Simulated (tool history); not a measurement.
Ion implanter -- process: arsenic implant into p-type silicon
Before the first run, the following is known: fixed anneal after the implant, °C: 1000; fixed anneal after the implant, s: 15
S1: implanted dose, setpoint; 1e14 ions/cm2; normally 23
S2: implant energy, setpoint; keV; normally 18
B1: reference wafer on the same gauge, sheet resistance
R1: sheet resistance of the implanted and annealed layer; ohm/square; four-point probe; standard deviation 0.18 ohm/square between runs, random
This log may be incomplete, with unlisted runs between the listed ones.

run,hour,S1,S2,B1,R1
1,0,23,20.5,127.97,114.56
2,63.7,23,20.5,127.99,114.49
3,94.7,23,20.5,127.92,114.23
4,119.3,25.2,18,128.02,119.3
5,156.4,26.33,16.5,127.98,122.57
6,216.6,26.43,18,127.99,118.65
7,276,26.43,18,127.94,118.87
8,398.2,21.62,18,127.99,121.27
# hour 442.4: gauge calibrated
9,455.7,21.62,18,128.02,121.07
10,627.2,21.62,18,128,121.12
11,690.5,23,18,128,120.22
12,720.3,27.57,18,127.95,118.25
# hour 765.9: extraction supply calibrated
13,766.4,27.57,18,128.01,117.94
14,803.1,28.69,18,127.96,117.52
15,835.8,25.24,16,128.02,123.71
# hour 866.1: Faraday cup replaced and dose calibrated
16,903.8,25.24,16,128.04,125.07
17,928.6,25.61,13.5,127.96,131
18,969.3,16.33,21,128.02,120.48
19,1037.7,23,18,127.93,121.16
20,1081.5,16.25,23,128.03,116.19
21,1123.6,23,18,128.03,120.86
22,1176.2,25.61,13.5,127.97,131.25
23,1246.5,27.22,20,128,113.7
24,1298.3,19.9,14.5,127.99,131.99
25,1353.7,23,16,127.97,125.67
26,1422.5,18.22,13.5,128,136.67
27,1462.3,26.43,18,127.98,118.61

Predict each of these 4 candidate next runs independently; none follows another, all start after run 27:
A,1462.7,25.58,18,?,?
B,1462.7,23,14,?,?
C,1462.7,26.35,12.5,?,?
D,1462.7,28.58,16.5,?,?

run,B1,R1
A,127.97,119.1
B,127.97,130.81
C,127.97,132.61
D,127.97,121.34
Without the tool's hidden state the same runs would have given:
run,R1
A,119.51
B,131.32
C,133.11
D,121.76
